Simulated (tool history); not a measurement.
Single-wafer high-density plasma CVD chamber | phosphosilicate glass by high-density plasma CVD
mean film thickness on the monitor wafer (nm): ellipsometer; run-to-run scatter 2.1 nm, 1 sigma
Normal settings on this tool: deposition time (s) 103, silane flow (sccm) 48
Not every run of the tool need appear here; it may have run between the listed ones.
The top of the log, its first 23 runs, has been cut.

| run | hour | deposition time (s) | silane flow (sccm) | read-back reference wafer on the same gauge, thickness_nm | mean film thickness on the monitor wafer (nm) |
|---|---|---|---|---|---|
| 24 | 696.9 | 103 | 43 | 413.834 | 432.013 |
| 25 | 732.2 | 86 | 56 | 413.600 | 445.161 |
| 26 | 762.9 | 103 | 48 | 413.958 | 472.607 |
| 27 | 795.4 | 123 | 48 | 414.126 | 561.113 |
| 28 | 820.5 | 122 | 51 | 414.431 | 583.022 |
| 29 | 847.1 | 117 | 48 | 414.198 | 530.303 |
| 30 | 881.3 | 103 | 57 | 413.629 | 542.256 |
| 31 | 901.6 | 103 | 48 | 414.096 | 470.738 |
| 32 | 933.3 | 86 | 41 | 413.911 | 346.371 |

Forecast each of these 5 alternatives for the next run:
| A | 933.7 | 103 | 38 | ? | ? |
| B | 933.7 | 91 | 48 | ? | ? |
| C | 933.7 | 103 | 40 | ? | ? |
| D | 933.7 | 89 | 41 | ? | ? |
| E | 933.7 | 93 | 48 | ? | ? |

| run | read-back reference wafer on the same gauge, thickness_nm | mean film thickness on the monitor wafer (nm) |
|---|---|---|
| A | 413.716 | 388.170 |
| B | 413.716 | 411.601 |
| C | 413.716 | 403.712 |
| D | 413.716 | 355.553 |
| E | 413.716 | 420.647 |
With the hidden condition removed and each run's random variation left untouched, the same runs would have given:
| run | mean film thickness on the monitor wafer (nm) |
|---|---|
| A | 388.170 |
| B | 411.601 |
| C | 403.712 |
| D | 355.553 |
| E | 420.647 |
